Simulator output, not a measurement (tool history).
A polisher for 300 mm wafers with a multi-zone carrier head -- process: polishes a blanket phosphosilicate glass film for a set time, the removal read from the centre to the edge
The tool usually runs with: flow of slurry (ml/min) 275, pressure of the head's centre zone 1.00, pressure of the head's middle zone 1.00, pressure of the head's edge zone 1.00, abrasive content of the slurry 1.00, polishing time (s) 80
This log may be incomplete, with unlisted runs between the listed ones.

run	hour	flow of slurry (ml/min)	pressure of the head's centre zone	pressure of the head's middle zone	pressure of the head's edge zone	abrasive content of the slurry	polishing time (s)	incoming thickness of the incoming film, nm	film removed at the wafer's centre (nm)	film removed at mid-radius (nm)	film removed at the wafer's edge (nm)
1	0.0	275	1.00	1.00	0.92	1.00	80	3053.1	1030.7	920.6	868.7
2	7.3	275	1.00	1.00	1.06	1.00	80	3044.9	1076.4	934.9	919.4
3	20.5	275	1.00	1.00	1.00	1.00	80	3006.7	1076.4	919.9	906.3
4	35.7	345	1.00	0.93	1.00	1.00	80	3021.4	1117.4	887.0	898.0
5	44.5	190	0.97	1.00	1.00	1.00	92	3052.9	963.9	1023.7	1011.3
6	50.9	275	0.90	1.00	1.00	1.15	80	3026.2	874.1	988.5	934.6
7	66.7	365	0.89	0.90	1.00	1.00	64	3054.2	694.0	701.4	709.6
8	81.6	275	1.00	0.97	1.00	1.00	96	3022.6	1118.7	1081.1	1086.5
9	92.3	370	1.00	0.95	1.00	1.00	80	3091.9	944.1	915.7	914.0
10	100.6	275	1.00	1.05	1.00	0.85	80	3001.2	899.9	906.7	837.7
11	115.5	190	1.09	1.00	0.92	1.10	80	3021.8	1038.0	910.8	875.0
12	118.7	275	1.00	1.00	1.00	1.15	96	2999.0	1238.7	1181.7	1130.7
13	130.8	275	1.00	1.00	1.00	1.00	80	3057.0	958.8	926.6	892.7
14	141.5	275	1.00	1.00	1.00	1.00	80	2991.7	971.6	930.7	901.2
15	153.4	275	1.00	1.00	1.00	1.00	80	3063.8	962.8	937.9	899.6
16	168.1	305	1.00	0.88	1.00	1.10	55	3025.8	692.8	610.3	644.0
17	181.3	355	1.00	1.00	1.00	1.20	80	2997.6	1049.8	1026.4	970.4
18	202.1	340	1.09	1.05	1.00	1.00	63	3095.2	851.6	764.1	719.8
19	211.7	275	1.04	0.90	1.00	1.00	62	3036.6	779.3	650.9	685.1
20	221.5	345	1.00	1.00	1.00	0.80	63	3094.4	713.8	681.1	650.9

Not shown here: 7 entries made in the log between runs. Locate each between two listed runs and compare the hidden state at the listed run before it with the hidden state at the listed run after it:
Runs 3 to 4: worn pad replaced by a new one (hour 32.7)
  deviation of the centre zone's pressure from its setpoint, %: 13.2 -> 13.7
  measured minus no-state result, film removed at the wafer's centre (nm): +126.4 -> +135.3
Runs 4 to 5: centre zone pressure recalibrated (hour 40.3)
  deviation of the centre zone's pressure from its setpoint, %: 13.7 -> -1.56
  measured minus no-state result, film removed at the wafer's centre (nm): +135.3 -> -15.5
Runs 6 to 7: slurry nozzle cleaned (hour 55.5)
  deviation of the centre zone's pressure from its setpoint, %: -1.37 -> -0.884
  measured minus no-state result, film removed at the wafer's centre (nm): -12.3 -> -6.3
Runs 7 to 8: carrier head's membrane replaced by a new one (hour 80.0)
  deviation of the centre zone's pressure from its setpoint, %: -0.884 -> -0.427
  measured minus no-state result, film removed at the wafer's centre (nm): -6.3 -> -4.8
Runs 8 to 9: edge zone pressure recalibrated (hour 87.2)
  deviation of the centre zone's pressure from its setpoint, %: -0.427 -> -0.0987
  measured minus no-state result, film removed at the wafer's centre (nm): -4.8 -> -1.0
Runs 10 to 11: worn pad replaced by a new one (hour 115.0)
  deviation of the centre zone's pressure from its setpoint, %: 0.156 -> 0.613
  measured minus no-state result, film removed at the wafer's centre (nm): +1.5 -> +6.4
Runs 17 to 18: worn pad replaced by a new one (hour 201.6)
  deviation of the centre zone's pressure from its setpoint, %: 2.63 -> 3.27
  measured minus no-state result, film removed at the wafer's centre (nm): +27.1 -> +27.0

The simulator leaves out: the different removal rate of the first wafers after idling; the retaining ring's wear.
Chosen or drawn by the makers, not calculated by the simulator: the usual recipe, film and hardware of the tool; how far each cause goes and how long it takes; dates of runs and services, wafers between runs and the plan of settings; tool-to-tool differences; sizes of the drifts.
